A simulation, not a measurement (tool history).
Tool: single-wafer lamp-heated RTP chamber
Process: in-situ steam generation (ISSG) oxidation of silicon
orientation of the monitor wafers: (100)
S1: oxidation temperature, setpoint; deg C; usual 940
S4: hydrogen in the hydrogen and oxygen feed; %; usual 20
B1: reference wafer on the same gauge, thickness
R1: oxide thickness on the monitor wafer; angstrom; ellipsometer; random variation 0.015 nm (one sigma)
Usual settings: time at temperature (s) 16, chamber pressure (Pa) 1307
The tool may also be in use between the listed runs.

Run 1, hour 0: usual settings; B1 3.138. Result: R1 38.85 angstrom.
Run 2, hour 24.8: usual settings; B1 3.143. Result: R1 38.74 angstrom.
Run 3, hour 59.1: usual settings; B1 3.139. Result: R1 38.79 angstrom.
Run 4, hour 79: usual settings; B1 3.146. Result: R1 39.02 angstrom.
Run 5, hour 107.9: usual settings; B1 3.137. Result: R1 38.91 angstrom.
Run 6, hour 130.4: usual settings but S4 16 %; B1 3.14. Result: R1 37.14 angstrom.
At hour 157.3: hydrogen flow controller replaced.
Run 7, hour 165.2: usual settings but S4 16 %; B1 3.14. Result: R1 37.47 angstrom.
Run 8, hour 182.7: usual settings; B1 3.135. Result: R1 39.25 angstrom.
Run 9, hour 208.5: usual settings; B1 3.143. Result: R1 39.27 angstrom.
Run 10, hour 239.8: usual settings; B1 3.137. Result: R1 39.56 angstrom.
At hour 271.3: pyrometer window cleaned and pyrometer calibrated.
Run 11, hour 271.8: usual settings but time at temperature (s) 11, S4 27 %; B1 3.143. Result: R1 36.01 angstrom.
Run 12, hour 290.2: usual settings but time at temperature (s) 11, S4 27 %; B1 3.138. Result: R1 36.33 angstrom.
Run 13, hour 316.4: usual settings; B1 3.142. Result: R1 38.94 angstrom.
Run 14, hour 343: usual settings but time at temperature (s) 11, S4 25 %; B1 3.135. Result: R1 35.43 angstrom.
Run 15, hour 370.2: usual settings but S1 958 deg C, time at temperature (s) 21, chamber pressure (Pa) 1360, S4 23 %; B1 3.138. Result: R1 46.78 angstrom.
Run 16, hour 405.1: usual settings but S1 925 deg C, S4 12 %; B1 3.137. Result: R1 33.81 angstrom.
At hour 429.6: gauge calibrated.
Run 17, hour 440.9: usual settings; B1 3.145. Result: R1 38.77 angstrom.
Run 18, hour 457: usual settings but chamber pressure (Pa) 1160, S4 27 %; B1 3.143. Result: R1 42.89 angstrom.
Run 19, hour 485: usual settings but S1 925 deg C, S4 12 %; B1 3.137. Result: R1 33.84 angstrom.
At hour 511: pressure gauge zeroed.
Run 20, hour 511.5: usual settings but S1 952 deg C, time at temperature (s) 12, chamber pressure (Pa) 1133, S4 29 %; B1 3.138. Result: R1 40.41 angstrom.
At hour 545.8: pyrometer window cleaned and pyrometer calibrated.
Run 21, hour 546.3: usual settings; B1 3.138. Result: R1 38.44 angstrom.
Run 22, hour 564: usual settings but S1 925 deg C, chamber pressure (Pa) 1173, S4 16 %; B1 3.139. Result: R1 35.86 angstrom.
Run 23, hour 595.4: usual settings; B1 3.137. Result: R1 38.48 angstrom.
Run 24, hour 614.8: usual settings but time at temperature (s) 19, S4 26 %; B1 3.139. Result: R1 43.85 angstrom.
Run 25, hour 631.4: usual settings but S1 922 deg C, time at temperature (s) 21, chamber pressure (Pa) 1360, S4 30 %; B1 3.133. Result: R1 44.41 angstrom.
Run 26, hour 649.2: usual settings but S4 25 %; B1 3.144. Result: R1 40.92 angstrom.
Run 27, hour 683.9: usual settings but S1 951 deg C, time at temperature (s) 13, chamber pressure (Pa) 1200, S4 16 %; B1 3.142. Result: R1 35.76 angstrom.
Run 28, hour 719.1: usual settings but S1 952 deg C, time at temperature (s) 18, S4 12 %; B1 3.143. Result: R1 38.18 angstrom.
Run 29, hour 746.7: usual settings but time at temperature (s) 19; B1 3.14. Result: R1 42.19 angstrom.
Run 30, hour 781.1: usual settings but time at temperature (s) 10; B1 3.138. Result: R1 32.94 angstrom.
Run 31, hour 813.1: usual settings but S1 959 deg C, time at temperature (s) 12; B1 3.141. Result: R1 36.85 angstrom.
Run 32, hour 831.4: usual settings but S1 958 deg C, time at temperature (s) 21; B1 3.138. Result: R1 46.52 angstrom.

Forecast each of these 3 alternatives for the next run:
Run A, hour 831.8: usual settings but chamber pressure (Pa) 1160; B1 ?. Result: R1 ?.
Run B, hour 831.8: usual settings but time at temperature (s) 12, chamber pressure (Pa) 1200; B1 ?. Result: R1 ?.
Run C, hour 831.8: usual settings but S1 925 deg C, chamber pressure (Pa) 1227; B1 ?. Result: R1 ?.

run     B1     R1
  A  3.142  40.05
  B  3.142  35.82
  C  3.142  38.32
Without the tool's hidden state the same runs would have given:
run     R1
  A  39.31
  B  35.24
  C  37.67
